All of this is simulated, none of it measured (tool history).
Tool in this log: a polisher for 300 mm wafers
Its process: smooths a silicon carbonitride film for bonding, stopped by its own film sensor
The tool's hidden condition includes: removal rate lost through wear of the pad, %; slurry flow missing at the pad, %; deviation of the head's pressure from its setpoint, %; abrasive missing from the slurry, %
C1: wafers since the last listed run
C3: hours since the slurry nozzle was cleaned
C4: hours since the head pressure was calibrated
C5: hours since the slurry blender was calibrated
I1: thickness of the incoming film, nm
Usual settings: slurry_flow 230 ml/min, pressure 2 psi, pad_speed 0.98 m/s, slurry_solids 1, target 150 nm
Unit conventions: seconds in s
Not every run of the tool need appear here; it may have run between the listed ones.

{"run": 1, "hour": 0.0, "slurry_flow": 230, "pressure": 2, "pad_speed": 0.98, "slurry_solids": 1, "target": 142, "C1": 0, "wafers polished on this pad": 714, "C3": 178.3, "C4": 985.7, "C5": 253.4, "I1": 181.7, "seconds": 190.8}
{"run": 2, "hour": 7.0, "slurry_flow": 230, "pressure": 2, "pad_speed": 0.98, "slurry_solids": 1, "target": 142, "C1": 56, "wafers polished on this pad": 770, "C3": 185.3, "C4": 992.7, "C5": 260.4, "I1": 177.1, "seconds": 169.8}
{"run": 3, "hour": 24.2, "slurry_flow": 230, "pressure": 2, "pad_speed": 0.98, "slurry_solids": 1, "target": 142, "C1": 139, "wafers polished on this pad": 909, "C3": 202.5, "C4": 1009.9, "C5": 277.6, "I1": 178, "seconds": 177.6}
{"hour": 32.4, "done": "worn pad replaced by a new one"}
{"run": 4, "hour": 36.6, "slurry_flow": 230, "pressure": 2, "pad_speed": 0.98, "slurry_solids": 1, "target": 157, "C1": 67, "wafers polished on this pad": 33, "C3": 214.9, "C4": 1022.3, "C5": 290, "I1": 180.3, "seconds": 113.3}
{"run": 5, "hour": 43.4, "slurry_flow": 230, "pressure": 2, "pad_speed": 0.98, "slurry_solids": 1, "target": 157, "C1": 54, "wafers polished on this pad": 88, "C3": 221.7, "C4": 1029.1, "C5": 296.8, "I1": 182, "seconds": 121.7}
{"run": 6, "hour": 51.0, "slurry_flow": 230, "pressure": 2, "pad_speed": 0.98, "slurry_solids": 1, "target": 157, "C1": 61, "wafers polished on this pad": 150, "C3": 229.3, "C4": 1036.7, "C5": 304.4, "I1": 176.8, "seconds": 95.7}
{"run": 7, "hour": 62.2, "slurry_flow": 230, "pressure": 2, "pad_speed": 0.98, "slurry_solids": 1.1, "target": 150, "C1": 90, "wafers polished on this pad": 240, "C3": 240.5, "C4": 1047.9, "C5": 315.6, "I1": 177.9, "seconds": 128.3}
{"run": 8, "hour": 69.3, "slurry_flow": 230, "pressure": 2, "pad_speed": 0.98, "slurry_solids": 1.1, "target": 150, "C1": 57, "wafers polished on this pad": 298, "C3": 247.6, "C4": 1055, "C5": 322.7, "I1": 178.5, "seconds": 132.1}
{"run": 9, "hour": 94.3, "slurry_flow": 230, "pressure": 2, "pad_speed": 0.98, "slurry_solids": 1.1, "target": 150, "C1": 202, "wafers polished on this pad": 500, "C3": 272.6, "C4": 1080, "C5": 347.7, "I1": 179, "seconds": 130.7}
{"hour": 104.9, "done": "slurry nozzle cleaned"}
{"run": 10, "hour": 111.1, "slurry_flow": 230, "pressure": 2, "pad_speed": 0.98, "slurry_solids": 1, "target": 154, "C1": 127, "wafers polished on this pad": 628, "C3": 6.2, "C4": 1096.8, "C5": 364.5, "I1": 180.2, "seconds": 128.1}
{"run": 11, "hour": 120.1, "slurry_flow": 230, "pressure": 2, "pad_speed": 0.98, "slurry_solids": 1, "target": 154, "C1": 72, "wafers polished on this pad": 700, "C3": 15.2, "C4": 1105.8, "C5": 373.5, "I1": 179.1, "seconds": 121.6}
{"run": 12, "hour": 132.7, "slurry_flow": 230, "pressure": 2, "pad_speed": 0.98, "slurry_solids": 1, "target": 150, "C1": 101, "wafers polished on this pad": 802, "C3": 27.8, "C4": 1118.4, "C5": 386.1, "I1": 179.3, "seconds": 141.6}
{"run": 13, "hour": 146.2, "slurry_flow": 230, "pressure": 2, "pad_speed": 0.86, "slurry_solids": 1.15, "target": 150, "C1": 109, "wafers polished on this pad": 911, "C3": 41.3, "C4": 1131.9, "C5": 399.6, "I1": 179, "seconds": 138.3}
{"hour": 153.1, "done": "worn pad replaced by a new one"}
{"run": 14, "hour": 156.0, "slurry_flow": 230, "pressure": 1.6, "pad_speed": 0.98, "slurry_solids": 1, "target": 150, "C1": 46, "wafers polished on this pad": 23, "C3": 51.1, "C4": 1141.7, "C5": 409.4, "I1": 183.2, "seconds": 202.1}
{"run": 15, "hour": 169.1, "slurry_flow": 230, "pressure": 2.5, "pad_speed": 1.12, "slurry_solids": 1, "target": 150, "C1": 105, "wafers polished on this pad": 129, "C3": 64.2, "C4": 1154.8, "C5": 422.5, "I1": 181.4, "seconds": 113.2}
{"run": 16, "hour": 184.2, "slurry_flow": 230, "pressure": 2, "pad_speed": 0.98, "slurry_solids": 1, "target": 156, "C1": 122, "wafers polished on this pad": 251, "C3": 79.3, "C4": 1169.9, "C5": 437.6, "I1": 180.6, "seconds": 120.4}
{"hour": 189.2, "done": "head pressure recalibrated"}
{"hour": 200.7, "done": "slurry blender recalibrated"}
{"run": 17, "hour": 201.2, "slurry_flow": 230, "pressure": 1.4, "pad_speed": 0.98, "slurry_solids": 1, "target": 145, "C1": 105, "wafers polished on this pad": 356, "C3": 96.3, "C4": 12, "C5": 0.5, "I1": 180.1, "seconds": 239.9}
{"run": 18, "hour": 253.5, "slurry_flow": 160, "pressure": 2.4, "pad_speed": 1.1, "slurry_solids": 1, "target": 145, "C1": 422, "wafers polished on this pad": 779, "C3": 148.6, "C4": 64.3, "C5": 52.8, "I1": 178.7, "seconds": 136.4}
{"run": 19, "hour": 261.5, "slurry_flow": 230, "pressure": 1.6, "pad_speed": 0.98, "slurry_solids": 1, "target": 150, "C1": 64, "wafers polished on this pad": 843, "C3": 156.6, "C4": 72.3, "C5": 60.8, "I1": 180.2, "seconds": 183.1}
{"hour": 273.0, "done": "worn pad replaced by a new one"}
{"run": 20, "hour": 273.5, "slurry_flow": 230, "pressure": 1.3, "pad_speed": 0.98, "slurry_solids": 1, "target": 150, "C1": 64, "wafers polished on this pad": 4, "C3": 168.6, "C4": 84.3, "C5": 72.8, "I1": 183.7, "seconds": 255.2}
{"run": 21, "hour": 281.8, "slurry_flow": 260, "pressure": 1.7, "pad_speed": 1.3, "slurry_solids": 1, "target": 150, "C1": 67, "wafers polished on this pad": 71, "C3": 176.9, "C4": 92.6, "C5": 81.1, "I1": 181.2, "seconds": 156.9}
{"run": 22, "hour": 294.5, "slurry_flow": 230, "pressure": 1.5, "pad_speed": 0.98, "slurry_solids": 1, "target": 142, "C1": 102, "wafers polished on this pad": 173, "C3": 189.6, "C4": 105.3, "C5": 93.8, "I1": 181.3, "seconds": 250.4}
{"run": 23, "hour": 300.5, "slurry_flow": 230, "pressure": 2, "pad_speed": 0.66, "slurry_solids": 1.15, "target": 146, "C1": 48, "wafers polished on this pad": 222, "C3": 195.6, "C4": 111.3, "C5": 99.8, "I1": 178.8, "seconds": 173.6}
{"run": 24, "hour": 309.5, "slurry_flow": 230, "pressure": 2, "pad_speed": 0.98, "slurry_solids": 1, "target": 150, "C1": 72, "wafers polished on this pad": 295, "C3": 204.6, "C4": 120.3, "C5": 108.8, "I1": 181, "seconds": 151.1}
{"run": 25, "hour": 316.7, "slurry_flow": 230, "pressure": 2, "pad_speed": 0.98, "slurry_solids": 1, "target": 150, "C1": 58, "wafers polished on this pad": 353, "C3": 211.8, "C4": 127.5, "C5": 116, "I1": 180.8, "seconds": 147.2}
{"run": 26, "hour": 326.5, "slurry_flow": 270, "pressure": 2, "pad_speed": 0.98, "slurry_solids": 1, "target": 150, "C1": 79, "wafers polished on this pad": 432, "C3": 221.6, "C4": 137.3, "C5": 125.8, "I1": 179, "seconds": 140.2}
{"run": 27, "hour": 340.0, "slurry_flow": 200, "pressure": 1.6, "pad_speed": 0.98, "slurry_solids": 1, "target": 159, "C1": 109, "wafers polished on this pad": 541, "C3": 235.1, "C4": 150.8, "C5": 139.3, "I1": 181.3, "seconds": 137.4}
{"run": 28, "hour": 346.3, "slurry_flow": 180, "pressure": 1.8, "pad_speed": 0.68, "slurry_solids": 1, "target": 150, "C1": 50, "wafers polished on this pad": 592, "C3": 241.4, "C4": 157.1, "C5": 145.6, "I1": 180.7, "seconds": 201.7}
{"run": 29, "hour": 364.1, "slurry_flow": 180, "pressure": 1.7, "pad_speed": 1.18, "slurry_solids": 1, "target": 156, "C1": 143, "wafers polished on this pad": 736, "C3": 259.2, "C4": 174.9, "C5": 163.4, "I1": 182.8, "seconds": 143.7}
{"run": 30, "hour": 372.0, "slurry_flow": 180, "pressure": 2, "pad_speed": 0.98, "slurry_solids": 1, "target": 150, "C1": 63, "wafers polished on this pad": 800, "C3": 267.1, "C4": 182.8, "C5": 171.3, "I1": 179.1, "seconds": 149.2}

What was the tool's hidden state at every run in the log?
removal rate lost through wear of the pad, %: 0, the same for each run
slurry flow missing at the pad, %: 0, the same for each run
deviation of the head's pressure from its setpoint, %: 0, the same for each run
abrasive missing from the slurry, %: 0, the same for each run
